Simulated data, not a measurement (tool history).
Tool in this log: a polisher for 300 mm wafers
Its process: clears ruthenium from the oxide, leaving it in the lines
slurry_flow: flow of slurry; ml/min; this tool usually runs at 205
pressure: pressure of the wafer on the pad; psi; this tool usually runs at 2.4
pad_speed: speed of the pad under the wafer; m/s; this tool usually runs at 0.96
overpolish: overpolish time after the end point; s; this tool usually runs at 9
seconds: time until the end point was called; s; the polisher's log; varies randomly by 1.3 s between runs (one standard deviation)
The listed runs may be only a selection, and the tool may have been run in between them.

| run | day | slurry_flow | pressure | pad_speed | overpolish | incoming thickness of the incoming film, nm | seconds |
|---|---|---|---|---|---|---|---|
| 1 | 0 | 205 | 2.4 | 0.96 | 9 | 191.2 | 153.8 |
| 2 | 4.112 | 205 | 2.4 | 0.96 | 9 | 189.1 | 160.2 |
|  | 5.121 | slurry nozzle cleaned |
| 3 | 6.838 | 205 | 2.4 | 0.96 | 9 | 188.3 | 141.4 |
| 4 | 8.975 | 205 | 2.4 | 0.96 | 9 | 188.4 | 145.7 |
| 5 | 11.988 | 205 | 2.4 | 0.96 | 9 | 190.3 | 147.5 |
| 6 | 14.304 | 205 | 2.4 | 0.96 | 9 | 187.2 | 146.9 |
| 7 | 15.896 | 205 | 2 | 0.96 | 9 | 191 | 179.4 |
|  | 18.496 | worn pad replaced by a new one |
| 8 | 19.117 | 205 | 2 | 0.96 | 9 | 189.1 | 170.4 |
| 9 | 22.158 | 205 | 2.4 | 0.96 | 9 | 188.9 | 150.1 |
| 10 | 25.079 | 205 | 2.4 | 0.96 | 9 | 190 | 153.8 |
| 11 | 27.458 | 205 | 2.4 | 0.96 | 9 | 191.2 | 161.1 |
|  | 27.654 | slurry nozzle cleaned |
| 12 | 31.529 | 205 | 2.4 | 0.96 | 9 | 187.6 | 141.1 |
| 13 | 35.388 | 205 | 2.4 | 0.96 | 9 | 193.9 | 149.8 |
| 14 | 37.029 | 205 | 2.4 | 0.96 | 9 | 188.5 | 144.1 |
|  | 40.521 | worn pad replaced by a new one |
| 15 | 41.125 | 205 | 2.4 | 0.96 | 9 | 187.2 | 142.5 |
| 16 | 45.038 | 205 | 2.4 | 0.96 | 9 | 193.2 | 155 |
| 17 | 46.629 | 205 | 2.4 | 0.96 | 6 | 191 | 157.8 |
|  | 49.275 | slurry nozzle cleaned |
|  | 49.846 | head pressure recalibrated |
| 18 | 49.958 | 260 | 1.6 | 0.96 | 9 | 192.5 | 206.8 |
| 19 | 55.867 | 205 | 1.9 | 1.18 | 7 | 187.4 | 155.9 |
| 20 | 60.083 | 205 | 2 | 0.96 | 11 | 193.1 | 179.9 |
|  | 60.817 | worn pad replaced by a new one |
| 21 | 62.954 | 205 | 2.4 | 0.64 | 9 | 191.8 | 187.9 |
| 22 | 66.283 | 205 | 2.4 | 0.96 | 9 | 191.1 | 151.1 |
|  | 67.679 | slurry nozzle cleaned |
| 23 | 70.058 | 205 | 2.4 | 0.74 | 10 | 192.4 | 169.9 |
| 24 | 72.392 | 225 | 2.9 | 0.64 | 11 | 192.1 | 156.3 |
| 25 | 76.588 | 205 | 2.4 | 0.96 | 4 | 190.8 | 148.4 |
| 26 | 79.65 | 205 | 2.2 | 0.96 | 9 | 190.4 | 163.9 |
| 27 | 83.379 | 165 | 2.1 | 0.96 | 13 | 191.2 | 183.5 |
|  | 85.283 | worn pad replaced by a new one |
| 28 | 86.579 | 205 | 2.4 | 0.96 | 9 | 189.1 | 148.6 |
|  | 86.883 | slurry nozzle cleaned |
| 29 | 90.571 | 205 | 2.4 | 0.96 | 9 | 190 | 142.9 |
| 30 | 92.912 | 230 | 1.7 | 0.96 | 9 | 187.9 | 189.1 |
|  | 95.071 | head pressure recalibrated |
| 31 | 97.267 | 185 | 1.9 | 0.62 | 5 | 193.2 | 248.8 |
| 32 | 100.121 | 205 | 2.4 | 0.96 | 9 | 189.6 | 149.8 |
| 33 | 104.592 | 205 | 2.4 | 0.96 | 11 | 189.3 | 153.9 |
|  | 106.308 | worn pad replaced by a new one |
| 34 | 107.738 | 185 | 2.4 | 0.74 | 8 | 189.8 | 180.6 |

A few steps of seconds between consecutive runs. Split each: what settings, incoming material and random variation would produce without the hidden state, and what is left over for the hidden state, along with gauge scatter present in only one of the two compared results (measured, and without hidden state):
The hidden state here: removal rate lost through wear of the pad, %; slurry flow missing at the pad, %; deviation of the head's pressure from its setpoint, %.
Run 2 -> 3: slurry nozzle cleaned. seconds -18.8 s: hidden state -18.8, all else +0.
Run 11 -> 12: slurry nozzle cleaned. seconds -20 s: hidden state -15.8, all else -4.2.
Run 18 -> 19: slurry_flow 260 -> 205, pressure 1.6 -> 1.9, pad_speed 0.96 -> 1.18, overpolish 9 -> 7. seconds -50.9 s: hidden state +1.7, all else -52.6.
Run 30 -> 31: slurry_flow 230 -> 185, pressure 1.7 -> 1.9, pad_speed 0.96 -> 0.62, overpolish 9 -> 5, head pressure recalibrated. seconds +59.7 s: hidden state +11, all else +48.7.
Run 31 -> 32: slurry_flow 185 -> 205, pressure 1.9 -> 2.4, pad_speed 0.62 -> 0.96, overpolish 5 -> 9. seconds -99 s: hidden state -7, all else -92.

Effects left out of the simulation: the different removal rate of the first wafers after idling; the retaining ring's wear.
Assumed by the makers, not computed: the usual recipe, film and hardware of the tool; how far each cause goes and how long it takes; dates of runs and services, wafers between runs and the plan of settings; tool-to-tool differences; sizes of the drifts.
